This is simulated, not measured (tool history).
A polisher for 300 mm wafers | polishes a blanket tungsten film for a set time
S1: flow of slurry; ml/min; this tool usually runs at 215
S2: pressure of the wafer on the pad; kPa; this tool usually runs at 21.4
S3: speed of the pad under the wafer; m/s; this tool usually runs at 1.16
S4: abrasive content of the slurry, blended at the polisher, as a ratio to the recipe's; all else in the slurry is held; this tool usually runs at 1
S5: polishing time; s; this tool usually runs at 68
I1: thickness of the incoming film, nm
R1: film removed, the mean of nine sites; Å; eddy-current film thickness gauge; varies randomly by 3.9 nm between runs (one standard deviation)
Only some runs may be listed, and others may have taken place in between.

Run 1, hour 0: usual settings but S3 1.28 m/s; I1 879.5. Result: R1 3234 Å.
At hour 16.8: slurry nozzle cleaned.
Run 2, hour 73.6: usual settings; I1 865.3. Result: R1 3260 Å.
At hour 86.4: slurry blender recalibrated.
Run 3, hour 134.1: usual settings; I1 892.3. Result: R1 3472 Å.
Run 4, hour 201.1: usual settings; I1 884.9. Result: R1 3421 Å.
At hour 275.4: worn pad replaced by a new one.
Run 5, hour 283.9: usual settings; I1 893.6. Result: R1 3298 Å.
At hour 286.1: slurry tank refilled with fresh slurry and peroxide.
Run 6, hour 367.6: usual settings; I1 882.6. Result: R1 3200 Å.
Run 7, hour 456.3: usual settings; I1 889.7. Result: R1 3144 Å.
Run 8, hour 571.8: usual settings; I1 867.3. Result: R1 3073 Å.
At hour 598.1: slurry blender recalibrated.
Run 9, hour 639.8: usual settings; I1 875. Result: R1 3284 Å.
At hour 657.8: slurry nozzle cleaned.
At hour 679.9: head pressure recalibrated.
Run 10, hour 713.1: usual settings; I1 877.9. Result: R1 3436 Å.
At hour 757.1: slurry tank refilled with fresh slurry and peroxide.
Run 11, hour 769.1: usual settings; I1 877.1. Result: R1 3345 Å.
At hour 797.4: worn pad replaced by a new one.
Run 12, hour 876.8: usual settings but S1 240 ml/min, S2 18.6 kPa, S3 1.54 m/s, S4 1.25; I1 887.9. Result: R1 3797 Å.
Run 13, hour 973.9: usual settings but S1 195 ml/min, S2 13.8 kPa; I1 877.4. Result: R1 2358 Å.
Run 14, hour 1075.1: usual settings but S1 145 ml/min, S2 26.9 kPa, S3 1.56 m/s; I1 879. Result: R1 4116 Å.
At hour 1091.2: slurry blender recalibrated.
Run 15, hour 1161.6: usual settings; I1 878.2. Result: R1 3304 Å.
Run 16, hour 1246.8: usual settings; I1 870.7. Result: R1 3205 Å.
At hour 1276.1: slurry tank refilled with fresh slurry and peroxide.
Run 17, hour 1285.2: usual settings but S5 80 s; I1 893.8. Result: R1 3699 Å.
Run 18, hour 1325: usual settings; I1 885.8. Result: R1 3203 Å.
Run 19, hour 1367: usual settings but S4 0.7, S5 47 s; I1 875.5. Result: R1 2015 Å.
At hour 1373.1: worn pad replaced by a new one.
At hour 1420.4: slurry nozzle cleaned.
Run 20, hour 1464.6: usual settings but S2 15.9 kPa, S3 1.28 m/s; I1 884.5. Result: R1 2944 Å.
Run 21, hour 1549.2: usual settings but S2 24.1 kPa, S4 1.1; I1 874.9. Result: R1 3645 Å.
Run 22, hour 1597.6: usual settings; I1 866.1. Result: R1 3186 Å.
At hour 1604.1: slurry blender recalibrated.
Run 23, hour 1657.6: usual settings but S1 280 ml/min, S3 0.96 m/s; I1 875.1. Result: R1 3043 Å.
Run 24, hour 1723.3: usual settings but S1 175 ml/min, S3 1.54 m/s, S4 1.2, S5 59 s; I1 897.5. Result: R1 3530 Å.

For run 25, what comes out?
Run 25, hour 1797.9: usual settings; I1 885.5. Result: R1 ?.

R1: 3322 Å
Without the tool's hidden state the same run would have given R1 3627 Å.

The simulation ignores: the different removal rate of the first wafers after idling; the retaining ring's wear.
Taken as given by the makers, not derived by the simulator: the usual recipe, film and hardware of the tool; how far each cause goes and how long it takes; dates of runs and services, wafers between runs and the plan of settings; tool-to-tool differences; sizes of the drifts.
